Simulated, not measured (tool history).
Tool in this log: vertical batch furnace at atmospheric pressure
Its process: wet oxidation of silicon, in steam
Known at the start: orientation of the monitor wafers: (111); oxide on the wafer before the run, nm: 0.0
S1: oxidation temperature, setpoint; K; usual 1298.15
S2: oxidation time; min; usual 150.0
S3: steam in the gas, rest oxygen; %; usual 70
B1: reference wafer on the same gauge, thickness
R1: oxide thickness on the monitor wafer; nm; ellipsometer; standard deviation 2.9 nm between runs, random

run     day       S1     S2  S3      B1      R1
  1   0.000  1298.15  150.0  70  794.05  808.06
  2   4.379  1298.15  150.0  70  793.86  803.52
  3   7.288  1298.15  150.0  70  793.81  807.12
  4  11.421  1298.15  150.0  70  793.56  806.60
  5  15.500  1298.15  150.0  70  794.35  812.40
  6  18.029  1298.15  150.0  70  793.67  810.35
  7  20.283  1298.15  125.5  70  794.39  729.80
     21.138  -- gauge calibrated
  8  24.267  1298.15  125.5  70  793.56  728.25
     26.667  -- thermocouples replaced and temperature profile calibrated
  9  26.688  1308.15  150.0  70  793.58  827.66
 10  28.896  1289.15  150.0  70  793.84  765.51
     30.133  -- steam generator serviced
 11  31.938  1298.15  150.0  70  794.31  789.55
 12  35.512  1298.15  150.0  70  794.29  801.42
 13  37.279  1319.15  213.0  60  794.14  956.87
 14  47.629  1311.15  218.0  59  794.33  933.73

Run 15 is up next; what results do you expect?
 15  50.658  1298.15  224.5  81   ?   ?

Run 15 came out at B1 794.55, R1 1072.70 nm.
Without the tool's hidden state the same run would have given R1 1065.52 nm.
